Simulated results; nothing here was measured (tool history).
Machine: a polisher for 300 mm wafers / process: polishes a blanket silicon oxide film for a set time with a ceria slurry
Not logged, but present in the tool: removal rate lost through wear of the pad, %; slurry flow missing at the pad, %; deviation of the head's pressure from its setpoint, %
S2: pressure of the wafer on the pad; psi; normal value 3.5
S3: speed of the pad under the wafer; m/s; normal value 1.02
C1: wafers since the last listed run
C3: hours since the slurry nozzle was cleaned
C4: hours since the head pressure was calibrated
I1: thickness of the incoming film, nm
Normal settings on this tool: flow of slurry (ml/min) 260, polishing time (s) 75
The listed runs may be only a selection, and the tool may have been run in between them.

{"run": 1, "hour": 0.0, "flow of slurry (ml/min)": 260, "S2": 3.5, "S3": 1.02, "polishing time (s)": 75, "C1": 0, "wafers polished on this pad": 1977, "C3": 247.8, "C4": 260.3, "I1": 1835.0, "film removed (nm)": 297.9}
{"run": 2, "hour": 30.5, "flow of slurry (ml/min)": 260, "S2": 3.5, "S3": 1.02, "polishing time (s)": 75, "C1": 410, "wafers polished on this pad": 2388, "C3": 278.3, "C4": 290.8, "I1": 1802.7, "film removed (nm)": 303.7}
{"run": 3, "hour": 47.9, "flow of slurry (ml/min)": 260, "S2": 3.5, "S3": 1.02, "polishing time (s)": 75, "C1": 234, "wafers polished on this pad": 2623, "C3": 295.7, "C4": 308.2, "I1": 1805.8, "film removed (nm)": 300.4}
{"run": 4, "hour": 63.0, "flow of slurry (ml/min)": 260, "S2": 3.5, "S3": 1.02, "polishing time (s)": 75, "C1": 203, "wafers polished on this pad": 2826, "C3": 310.8, "C4": 323.3, "I1": 1806.0, "film removed (nm)": 296.0}
{"run": 5, "hour": 83.5, "flow of slurry (ml/min)": 260, "S2": 3.5, "S3": 1.02, "polishing time (s)": 75, "C1": 276, "wafers polished on this pad": 3102, "C3": 331.3, "C4": 343.8, "I1": 1868.6, "film removed (nm)": 294.6}
{"run": 6, "hour": 109.5, "flow of slurry (ml/min)": 315, "S2": 3.5, "S3": 1.02, "polishing time (s)": 57, "C1": 350, "wafers polished on this pad": 3452, "C3": 357.3, "C4": 369.8, "I1": 1828.7, "film removed (nm)": 232.1}
{"hour": 113.7, "done": "slurry nozzle cleaned"}
{"hour": 118.3, "done": "worn pad replaced by a new one"}
{"run": 7, "hour": 129.1, "flow of slurry (ml/min)": 315, "S2": 3.5, "S3": 1.02, "polishing time (s)": 57, "C1": 196, "wafers polished on this pad": 145, "C3": 15.4, "C4": 389.4, "I1": 1816.5, "film removed (nm)": 242.2}
{"run": 8, "hour": 145.0, "flow of slurry (ml/min)": 235, "S2": 3.5, "S3": 1.02, "polishing time (s)": 75, "C1": 214, "wafers polished on this pad": 359, "C3": 31.3, "C4": 405.3, "I1": 1811.9, "film removed (nm)": 305.4}
{"run": 9, "hour": 173.6, "flow of slurry (ml/min)": 235, "S2": 3.5, "S3": 1.02, "polishing time (s)": 75, "C1": 385, "wafers polished on this pad": 744, "C3": 59.9, "C4": 433.9, "I1": 1802.9, "film removed (nm)": 305.8}
{"run": 10, "hour": 203.4, "flow of slurry (ml/min)": 235, "S2": 3.5, "S3": 1.02, "polishing time (s)": 75, "C1": 401, "wafers polished on this pad": 1146, "C3": 89.7, "C4": 463.7, "I1": 1819.2, "film removed (nm)": 303.7}
{"run": 11, "hour": 217.2, "flow of slurry (ml/min)": 330, "S2": 3.5, "S3": 1.02, "polishing time (s)": 83, "C1": 185, "wafers polished on this pad": 1331, "C3": 103.5, "C4": 477.5, "I1": 1838.2, "film removed (nm)": 353.6}
{"run": 12, "hour": 238.3, "flow of slurry (ml/min)": 260, "S2": 3.5, "S3": 1.02, "polishing time (s)": 75, "C1": 284, "wafers polished on this pad": 1616, "C3": 124.6, "C4": 498.6, "I1": 1831.6, "film removed (nm)": 303.6}
{"run": 13, "hour": 264.5, "flow of slurry (ml/min)": 260, "S2": 3.5, "S3": 1.02, "polishing time (s)": 75, "C1": 352, "wafers polished on this pad": 1968, "C3": 150.8, "C4": 524.8, "I1": 1835.8, "film removed (nm)": 303.1}
{"run": 14, "hour": 351.5, "flow of slurry (ml/min)": 260, "S2": 3.5, "S3": 1.02, "polishing time (s)": 75, "C1": 1171, "wafers polished on this pad": 3140, "C3": 237.8, "C4": 611.8, "I1": 1850.4, "film removed (nm)": 294.2}
{"run": 15, "hour": 368.1, "flow of slurry (ml/min)": 260, "S2": 3.5, "S3": 1.02, "polishing time (s)": 75, "C1": 223, "wafers polished on this pad": 3364, "C3": 254.4, "C4": 628.4, "I1": 1836.4, "film removed (nm)": 296.2}
{"hour": 379.5, "done": "worn pad replaced by a new one"}
{"run": 16, "hour": 381.1, "flow of slurry (ml/min)": 260, "S2": 3.5, "S3": 1.02, "polishing time (s)": 75, "C1": 121, "wafers polished on this pad": 21, "C3": 267.4, "C4": 641.4, "I1": 1820.3, "film removed (nm)": 287.8}
{"run": 17, "hour": 415.4, "flow of slurry (ml/min)": 260, "S2": 3.5, "S3": 1.02, "polishing time (s)": 75, "C1": 461, "wafers polished on this pad": 483, "C3": 301.7, "C4": 675.7, "I1": 1805.5, "film removed (nm)": 297.9}
{"run": 18, "hour": 443.2, "flow of slurry (ml/min)": 260, "S2": 3.1, "S3": 1.02, "polishing time (s)": 75, "C1": 374, "wafers polished on this pad": 858, "C3": 329.5, "C4": 703.5, "I1": 1831.7, "film removed (nm)": 256.8}
{"hour": 475.4, "done": "slurry nozzle cleaned"}
{"run": 19, "hour": 475.9, "flow of slurry (ml/min)": 260, "S2": 3.9, "S3": 1.2, "polishing time (s)": 65, "C1": 426, "wafers polished on this pad": 1285, "C3": 0.5, "C4": 736.2, "I1": 1842.7, "film removed (nm)": 356.2}
{"run": 20, "hour": 499.2, "flow of slurry (ml/min)": 175, "S2": 3.5, "S3": 1.3, "polishing time (s)": 91, "C1": 313, "wafers polished on this pad": 1598, "C3": 23.8, "C4": 759.5, "I1": 1827.6, "film removed (nm)": 457.4}
{"run": 21, "hour": 525.8, "flow of slurry (ml/min)": 260, "S2": 3.5, "S3": 1.02, "polishing time (s)": 75, "C1": 358, "wafers polished on this pad": 1957, "C3": 50.4, "C4": 786.1, "I1": 1841.3, "film removed (nm)": 313.1}
{"run": 22, "hour": 540.6, "flow of slurry (ml/min)": 210, "S2": 4.6, "S3": 1.02, "polishing time (s)": 68, "C1": 199, "wafers polished on this pad": 2156, "C3": 65.2, "C4": 800.9, "I1": 1835.9, "film removed (nm)": 355.7}
{"run": 23, "hour": 559.9, "flow of slurry (ml/min)": 260, "S2": 3.5, "S3": 1.32, "polishing time (s)": 97, "C1": 259, "wafers polished on this pad": 2416, "C3": 84.5, "C4": 820.2, "I1": 1805.6, "film removed (nm)": 521.3}
{"hour": 631.7, "done": "worn pad replaced by a new one"}
{"run": 24, "hour": 644.4, "flow of slurry (ml/min)": 170, "S2": 2.4, "S3": 0.66, "polishing time (s)": 57, "C1": 1084, "wafers polished on this pad": 171, "C3": 169.0, "C4": 904.7, "I1": 1838.1, "film removed (nm)": 93.0}
{"run": 25, "hour": 658.6, "flow of slurry (ml/min)": 320, "S2": 3.5, "S3": 0.68, "polishing time (s)": 75, "C1": 191, "wafers polished on this pad": 362, "C3": 183.2, "C4": 918.9, "I1": 1833.3, "film removed (nm)": 206.5}
{"run": 26, "hour": 677.0, "flow of slurry (ml/min)": 260, "S2": 3.2, "S3": 1.02, "polishing time (s)": 75, "C1": 247, "wafers polished on this pad": 610, "C3": 201.6, "C4": 937.3, "I1": 1828.0, "film removed (nm)": 270.7}
{"run": 27, "hour": 697.1, "flow of slurry (ml/min)": 210, "S2": 3.5, "S3": 1.02, "polishing time (s)": 75, "C1": 270, "wafers polished on this pad": 880, "C3": 221.7, "C4": 957.4, "I1": 1801.6, "film removed (nm)": 281.9}
{"run": 28, "hour": 713.1, "flow of slurry (ml/min)": 175, "S2": 2.8, "S3": 1.24, "polishing time (s)": 86, "C1": 215, "wafers polished on this pad": 1096, "C3": 237.7, "C4": 973.4, "I1": 1833.4, "film removed (nm)": 288.4}
{"run": 29, "hour": 749.0, "flow of slurry (ml/min)": 260, "S2": 3.5, "S3": 1.02, "polishing time (s)": 75, "C1": 483, "wafers polished on this pad": 1579, "C3": 273.6, "C4": 1009.3, "I1": 1832.5, "film removed (nm)": 284.7}
{"hour": 767.6, "done": "head pressure recalibrated"}
{"run": 30, "hour": 768.1, "flow of slurry (ml/min)": 260, "S2": 3.5, "S3": 1.02, "polishing time (s)": 75, "C1": 230, "wafers polished on this pad": 1810, "C3": 292.7, "C4": 0.5, "I1": 1808.7, "film removed (nm)": 287.4}
{"run": 31, "hour": 798.5, "flow of slurry (ml/min)": 260, "S2": 3.5, "S3": 1.02, "polishing time (s)": 75, "C1": 409, "wafers polished on this pad": 2219, "C3": 323.1, "C4": 30.9, "I1": 1794.5, "film removed (nm)": 286.0}
{"hour": 838.3, "done": "slurry nozzle cleaned"}
{"run": 32, "hour": 840.8, "flow of slurry (ml/min)": 260, "S2": 3.5, "S3": 1.02, "polishing time (s)": 75, "C1": 556, "wafers polished on this pad": 2775, "C3": 2.5, "C4": 73.2, "I1": 1852.8, "film removed (nm)": 322.8}
{"hour": 848.5, "done": "worn pad replaced by a new one"}
{"run": 33, "hour": 867.7, "flow of slurry (ml/min)": 235, "S2": 3.5, "S3": 1.02, "polishing time (s)": 75, "C1": 308, "wafers polished on this pad": 258, "C3": 29.4, "C4": 100.1, "I1": 1836.2, "film removed (nm)": 304.7}
{"run": 34, "hour": 899.8, "flow of slurry (ml/min)": 180, "S2": 3.5, "S3": 1.02, "polishing time (s)": 75, "C1": 432, "wafers polished on this pad": 690, "C3": 61.5, "C4": 132.2, "I1": 1825.3, "film removed (nm)": 295.0}
{"run": 35, "hour": 926.6, "flow of slurry (ml/min)": 260, "S2": 3.5, "S3": 1.18, "polishing time (s)": 95, "C1": 360, "wafers polished on this pad": 1051, "C3": 88.3, "C4": 159.0, "I1": 1857.2, "film removed (nm)": 461.6}
{"run": 36, "hour": 1014.4, "flow of slurry (ml/min)": 210, "S2": 4.6, "S3": 1.02, "polishing time (s)": 68, "C1": 1182, "wafers polished on this pad": 2233, "C3": 176.1, "C4": 246.8, "I1": 1832.1, "film removed (nm)": 342.5}
{"run": 37, "hour": 1041.4, "flow of slurry (ml/min)": 260, "S2": 3.5, "S3": 0.7, "polishing time (s)": 75, "C1": 363, "wafers polished on this pad": 2597, "C3": 203.1, "C4": 273.8, "I1": 1829.8, "film removed (nm)": 207.7}
{"hour": 1059.0, "done": "worn pad replaced by a new one"}
{"run": 38, "hour": 1059.5, "flow of slurry (ml/min)": 260, "S2": 3.5, "S3": 1.02, "polishing time (s)": 63, "C1": 189, "wafers polished on this pad": 7, "C3": 221.2, "C4": 291.9, "I1": 1792.8, "film removed (nm)": 250.7}

Hidden condition of the tool, last listed run before each entry between runs versus first listed run after:
Runs 6 to 7: slurry nozzle cleaned (hour 113.7); worn pad replaced by a new one (hour 118.3)
  slurry flow missing at the pad, %: 40.3 -> 11.1
  measured result minus the result with no hidden state, film removed (nm): -15.9 -> -2.9
Runs 15 to 16: worn pad replaced by a new one (hour 379.5)
  slurry flow missing at the pad, %: 43.3 -> 43.8
  measured result minus the result with no hidden state, film removed (nm): -28.6 -> -28.4
Runs 18 to 19: slurry nozzle cleaned (hour 475.4)
  slurry flow missing at the pad, %: 45.5 -> 6.28
  measured result minus the result with no hidden state, film removed (nm): -27.4 -> -2.8
Runs 23 to 24: worn pad replaced by a new one (hour 631.7)
  slurry flow missing at the pad, %: 28.1 -> 38.6
  measured result minus the result with no hidden state, film removed (nm): -24.4 -> -11.5
Runs 29 to 30: head pressure recalibrated (hour 767.6)
  slurry flow missing at the pad, %: 44.3 -> 44.9
  measured result minus the result with no hidden state, film removed (nm): -28.7 -> -29.8
Runs 31 to 32: slurry nozzle cleaned (hour 838.3)
  slurry flow missing at the pad, %: 45.7 -> 2.18
  measured result minus the result with no hidden state, film removed (nm): -30.7 -> -0.8
Runs 32 to 33: worn pad replaced by a new one (hour 848.5)
  slurry flow missing at the pad, %: 2.18 -> 10.8
  measured result minus the result with no hidden state, film removed (nm): -0.8 -> -4.7
Runs 37 to 38: worn pad replaced by a new one (hour 1059.0)
  slurry flow missing at the pad, %: 36.2 -> 37.3
  measured result minus the result with no hidden state, film removed (nm): -14.4 -> -18.3
